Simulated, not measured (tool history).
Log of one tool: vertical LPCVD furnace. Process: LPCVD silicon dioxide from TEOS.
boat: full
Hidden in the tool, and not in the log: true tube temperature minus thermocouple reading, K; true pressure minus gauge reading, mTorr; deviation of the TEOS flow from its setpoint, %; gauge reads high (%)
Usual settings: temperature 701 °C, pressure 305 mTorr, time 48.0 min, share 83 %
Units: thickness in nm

| run | hour | temperature | pressure | time | share | wafers since the last listed run | hours since the last temperature calibration | hours since the pressure gauge was zeroed | hours since the TEOS flow controller was replaced | hours since the gauge calibration | read-back reference wafer on the same gauge, thickness | thickness |
|---|---|---|---|---|---|---|---|---|---|---|---|---|
| 1 | 0.0 | 701 | 305 | 48.0 | 83 | 0 | 4653.8 | 1373.3 | 5538.3 | 862.2 | 312.72 | 382.50 |
| 2 | 13.1 | 701 | 305 | 48.0 | 83 | 145 | 4666.9 | 1386.4 | 5551.4 | 875.3 | 313.05 | 382.41 |
| 3 | 27.9 | 701 | 305 | 48.0 | 83 | 163 | 4681.7 | 1401.2 | 5566.2 | 890.1 | 312.94 | 384.49 |
| 4 | 55.6 | 701 | 305 | 48.0 | 83 | 306 | 4709.4 | 1428.9 | 5593.9 | 917.8 | 313.22 | 381.00 |
| 5 | 72.8 | 701 | 305 | 48.0 | 83 | 190 | 4726.6 | 1446.1 | 5611.1 | 935.0 | 313.03 | 385.04 |
| 6 | 96.6 | 701 | 305 | 48.0 | 83 | 263 | 4750.4 | 1469.9 | 5634.9 | 958.8 | 313.05 | 380.14 |
|  | 145.5 | pressure gauge zeroed |
| 7 | 146.0 | 701 | 305 | 48.0 | 83 | 281 | 4799.8 | 0.5 | 5684.3 | 1008.2 | 313.17 | 389.24 |
| 8 | 151.1 | 701 | 305 | 48.0 | 83 | 56 | 4804.9 | 5.6 | 5689.4 | 1013.3 | 312.76 | 391.09 |
|  | 155.5 | gauge calibrated |
|  | 178.5 | thermocouples replaced and temperature profile calibrated |
| 9 | 179.0 | 701 | 305 | 48.0 | 78 | 43 | 0.5 | 33.5 | 5717.3 | 23.5 | 312.70 | 377.60 |
| 10 | 230.1 | 696 | 305 | 64.0 | 83 | 565 | 51.6 | 84.6 | 5768.4 | 74.6 | 313.04 | 457.98 |
| 11 | 265.1 | 701 | 305 | 48.0 | 90 | 387 | 86.6 | 119.6 | 5803.4 | 109.6 | 312.59 | 402.19 |
| 12 | 280.0 | 708 | 305 | 48.0 | 76 | 164 | 101.5 | 134.5 | 5818.3 | 124.5 | 313.28 | 436.25 |
| 13 | 306.7 | 701 | 340 | 48.0 | 83 | 295 | 128.2 | 161.2 | 5845.0 | 151.2 | 313.43 | 410.16 |
| 14 | 325.0 | 694 | 305 | 34.0 | 83 | 202 | 146.5 | 179.5 | 5863.3 | 169.5 | 313.18 | 233.31 |
| 15 | 354.7 | 701 | 305 | 59.0 | 83 | 328 | 176.2 | 209.2 | 5893.0 | 199.2 | 313.01 | 476.92 |
| 16 | 378.3 | 694 | 305 | 54.5 | 83 | 261 | 199.8 | 232.8 | 5916.6 | 222.8 | 313.06 | 369.29 |
| 17 | 391.4 | 695 | 305 | 48.0 | 83 | 145 | 212.9 | 245.9 | 5929.7 | 235.9 | 312.97 | 335.70 |

Forecast run 18:
| 18 | 414.4 | 711 | 330 | 64.5 | 69 | 254 | 235.9 | 268.9 | 5952.7 | 258.9 | ? | ? |

Run 18 gave read-back reference wafer on the same gauge, thickness 313.11, thickness 620.33 nm.
Without the tool's hidden state the same run would have given thickness 625.53 nm.

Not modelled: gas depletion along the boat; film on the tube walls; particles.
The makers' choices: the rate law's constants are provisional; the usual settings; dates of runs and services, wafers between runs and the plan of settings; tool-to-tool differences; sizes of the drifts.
